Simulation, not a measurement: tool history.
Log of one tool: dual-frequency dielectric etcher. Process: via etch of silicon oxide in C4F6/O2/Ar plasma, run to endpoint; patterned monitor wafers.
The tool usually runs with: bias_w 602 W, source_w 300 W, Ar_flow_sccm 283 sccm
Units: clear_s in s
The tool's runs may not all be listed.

run    hour  bias_w  source_w  Ar_flow_sccm  wafers since the last listed run  hours since the last wet clean  hours since the last bias power generator calibration  hours since the last source power generator calibration  hours since the last Ar flow controller change  hours since the last upper electrode change  incoming incoming film thickness, nm  clear_s
  1       0     602       300           283                                 0                            94.3                                                   30.2                                                   1372.6                                          4092.9                                       2802.6                                 116.6     22.2
       80.3  -- Ar flow controller replaced
  2      88     602       300           283                               959                           182.3                                                  118.2                                                   1460.6                                             7.7                                       2890.6                                 115.1     21.9
  3   166.7     602       280           267                               920                             261                                                  196.9                                                   1539.3                                            86.4                                       2969.3                                 115.4     22.3
  4   265.9     602       280           267                              1160                           360.2                                                  296.1                                                   1638.5                                           185.6                                       3068.5                                 115.6     22.1
  5   306.4     602       300           283                               473                           400.7                                                  336.6                                                     1679                                           226.1                                         3109                                 116.1     21.4
      488.6  -- wet clean of the chamber
  6   489.1     602       300           261                              1857                             0.5                                                  519.3                                                   1861.7                                           408.8                                       3291.7                                 115.5     22.1
  7   544.5     602       300           261                               648                            55.9                                                  574.7                                                   1917.1                                           464.2                                       3347.1                                 116.7     22.2
      652.9  -- upper electrode replaced
  8   653.4     602       300           261                               993                           164.8                                                  683.6                                                     2026                                           573.1                                          0.5                                 115.9     21.7
  9   938.9     504       260           349                              3340                           450.3                                                  969.1                                                   2311.5                                           858.6                                          286                                 115.7     25.3
     1026.8  -- wet clean of the chamber
 10  1031.7     602       300           283                               805                             4.9                                                 1061.9                                                   2404.3                                           951.4                                        378.8                                 115.9     22.1
 11  1081.8     602       300           225                               586                              55                                                   1112                                                   2454.4                                          1001.5                                        428.9                                 116.6     21.9
     1131.6  -- source power generator calibrated
 12  1132.1     712       300           283                               541                           105.3                                                 1162.3                                                      0.5                                          1051.8                                        479.2                                 115.9     20.3
 13  1209.6     602       300           283                               906                           182.8                                                 1239.8                                                       78                                          1129.3                                        556.7                                 115.8     21.9
 14  1265.6     602       300           283                               655                           238.8                                                 1295.8                                                      134                                          1185.3                                        612.7                                 116.6     21.9
 15  1313.2     708       370           347                               557                           286.4                                                 1343.4                                                    181.6                                          1232.9                                        660.3                                 116.4     18.9
     1376.2  -- bias power generator calibrated
 16  1417.2     541       350           218                              1170                           390.4                                                     41                                                    285.6                                          1336.9                                        764.3                                 116.1     20.6
 17  1479.4     699       300           214                               727                           452.6                                                  103.2                                                    347.8                                          1399.1                                        826.5                                 116.5     19.6
 18  1546.4     747       350           264                               784                           519.6                                                  170.2                                                    414.8                                          1466.1                                        893.5                                   116       18
     1578.2  -- wet clean of the chamber
 19  1591.7     511       300           318                               249                            13.5                                                  215.5                                                    460.1                                          1511.4                                        938.8                                 115.6     24.1
 20  1642.4     602       300           283                               593                            64.2                                                  266.2                                                    510.8                                          1562.1                                        989.5                                   116     22.4
 21  1702.4     602       300           283                               702                           124.2                                                  326.2                                                    570.8                                          1622.1                                       1049.5                                 115.3       22
 22  1757.2     602       260           309                               641                             179                                                    381                                                    625.6                                          1676.9                                       1104.3                                 115.5     23.7
 23  1848.3     602       300           283                              1066                           270.1                                                  472.1                                                    716.7                                            1768                                       1195.4                                 115.2     21.7
 24    1930     602       300           283                               956                           351.8                                                  553.8                                                    798.4                                          1849.7                                       1277.1                                 116.5     21.8
 25    2016     744       360           317                              1006                           437.8                                                  639.8                                                    884.4                                          1935.7                                       1363.1                                 116.9     18.5
 26  2071.3     740       240           316                               647                           493.1                                                  695.1                                                    939.7                                            1991                                       1418.4                                 114.9     21.2
     2110.6  -- wet clean of the chamber
 27  2113.4     602       330           223                               211                             2.8                                                  737.2                                                    981.8                                          2033.1                                       1460.5                                 116.3     20.9
 28    2189     602       300           283                               884                            78.4                                                  812.8                                                   1057.4                                          2108.7                                       1536.1                                   116     21.9

Give the tool's hidden conditions for every run:
bias power that arrives over what is set, %: 0 in every run
source power that arrives over what is set, %: 0 in every run
Ar flow that arrives over what is set, %: 0 in every run
H1: etch rate over this chamber's usual, %
run       H1
  1    0.179
  2    0.938
  3     1.62
  4     2.47
  5     2.82
  6   -0.347
  7    0.131
  8     1.07
  9     3.53
 10  -0.0982
 11    0.334
 12    0.768
 13     1.44
 14     1.92
 15     2.33
 16     3.23
 17     3.76
 18     4.34
 19   -0.713
 20   -0.275
 21    0.242
 22    0.715
 23      1.5
 24     2.21
 25     2.95
 26     3.43
 27    0.626
 28     1.28

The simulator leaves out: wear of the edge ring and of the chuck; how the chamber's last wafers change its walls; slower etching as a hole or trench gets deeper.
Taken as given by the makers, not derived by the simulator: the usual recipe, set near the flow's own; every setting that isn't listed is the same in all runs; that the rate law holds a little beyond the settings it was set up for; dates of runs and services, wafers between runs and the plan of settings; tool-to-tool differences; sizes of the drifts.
